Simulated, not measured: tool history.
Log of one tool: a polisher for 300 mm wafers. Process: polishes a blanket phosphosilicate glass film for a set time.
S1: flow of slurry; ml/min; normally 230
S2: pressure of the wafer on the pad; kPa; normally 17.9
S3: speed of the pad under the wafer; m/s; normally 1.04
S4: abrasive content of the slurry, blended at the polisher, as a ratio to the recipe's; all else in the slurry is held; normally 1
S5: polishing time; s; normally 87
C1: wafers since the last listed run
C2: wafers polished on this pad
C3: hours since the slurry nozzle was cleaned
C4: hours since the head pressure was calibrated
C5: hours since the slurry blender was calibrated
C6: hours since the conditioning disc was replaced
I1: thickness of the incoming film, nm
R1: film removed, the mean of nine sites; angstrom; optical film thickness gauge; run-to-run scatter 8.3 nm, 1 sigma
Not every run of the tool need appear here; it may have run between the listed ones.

run	hour	S1	S2	S3	S4	S5	C1	C2	C3	C4	C5	C6	I1	R1
1	0	250	17.9	1.04	1	104	0	454	479.5	679.9	425.7	254.5	2875.1	6560
2	7.9	280	17.9	1.04	1	87	57	512	487.4	687.8	433.6	262.4	2888.4	5703
3	19.4	230	17.9	1.04	1	96	84	597	498.9	699.3	445.1	273.9	2890.5	6042
4	28.2	230	17.9	1.04	1	96	64	661	507.7	708.1	453.9	282.7	2876.7	6349
5	39.9	230	17.9	1.04	1	95	85	747	519.4	719.8	465.6	294.4	2878.3	6002
6	47.6	230	17.9	1.04	1	87	56	803	527.1	727.5	473.3	302.1	2843	5507
# hour 58.3: conditioning disc replaced and pad reconditioned
7	59.6	230	17.9	1.04	1	87	73	876	539.1	739.5	485.3	1.3	2843.8	5454
# hour 78.4: slurry blender recalibrated
8	78.9	230	17.9	1.04	1	87	126	1003	558.4	758.8	0.5	20.6	2855.1	5341
9	85.6	230	17.9	1.04	1	87	49	1052	565.1	765.5	7.2	27.3	2846.4	5408
# hour 89: slurry nozzle cleaned
10	102.8	230	19.3	1.04	1	87	118	1171	13.8	782.7	24.4	44.5	2885.9	5514
11	111.2	305	17.9	0.9	1	87	61	1232	22.2	791.1	32.8	52.9	2879	4700
12	120.7	230	13.1	1.28	1	58	69	1302	31.7	800.6	42.3	62.4	2850.6	3185
# hour 124.9: worn pad replaced by a new one, of another model than before
13	133.8	175	17.9	1.16	1	87	66	64	44.8	813.7	55.4	75.5	2872.7	5904
14	140.8	205	15.2	0.92	1	87	51	116	51.8	820.7	62.4	82.5	2836.3	4487
15	155.4	230	13.1	1.18	1.1	87	106	223	66.4	835.3	77	97.1	2854	4618
# hour 166.2: head pressure recalibrated
16	172.7	295	17.9	1.04	1	87	112	335	83.7	6.5	94.3	114.4	2856.4	5708
17	180.7	230	13.1	1.04	1.1	87	58	393	91.7	14.5	102.3	122.4	2855.6	4467
18	191.7	255	20.7	1.04	0.9	70	80	474	102.7	25.5	113.3	133.4	2868.3	4880
19	198.3	265	17.9	1.32	1	87	48	522	109.3	32.1	119.9	140	2879.7	6601
20	204.5	275	12.4	1.04	1	87	45	568	115.5	38.3	126.1	146.2	2850	3830
21	221.7	230	21.4	1.04	1	64	126	694	132.7	55.5	143.3	163.4	2885.9	4832
22	234.3	305	17.9	0.92	1	87	92	786	145.3	68.1	155.9	176	2881.6	5111
23	245.6	230	17.9	1.28	1	87	82	869	156.6	79.4	167.2	187.3	2861.9	6033
24	258.9	175	17.9	1.16	1	87	97	966	169.9	92.7	180.5	200.6	2852.7	5536
25	274	230	17.9	1.04	1	87	110	1077	185	107.8	195.6	215.7	2908.1	5251
26	280.7	230	20	0.94	1.15	63	49	1126	191.7	114.5	202.3	222.4	2886.8	4321
27	286.9	230	17.9	1.3	1	87	45	1171	197.9	120.7	208.5	228.6	2819.6	6008

Alternative continuations, all from the tool just after run 27; predict every row:
A	287.3	230	22.8	1.04	1	87	2	1174	198.3	121.1	208.9	229	2900.4	?
B	287.3	230	17.9	0.72	1	87	2	1174	198.3	121.1	208.9	229	2900.4	?
C	287.3	300	17.9	1.04	1	87	2	1174	198.3	121.1	208.9	229	2900.4	?

run	R1
A	6704
B	4216
C	5354
The same runs, with their run-to-run variation unchanged, on a tool lacking any hidden condition would have given:
run	R1
A	7349
B	4621
C	5869

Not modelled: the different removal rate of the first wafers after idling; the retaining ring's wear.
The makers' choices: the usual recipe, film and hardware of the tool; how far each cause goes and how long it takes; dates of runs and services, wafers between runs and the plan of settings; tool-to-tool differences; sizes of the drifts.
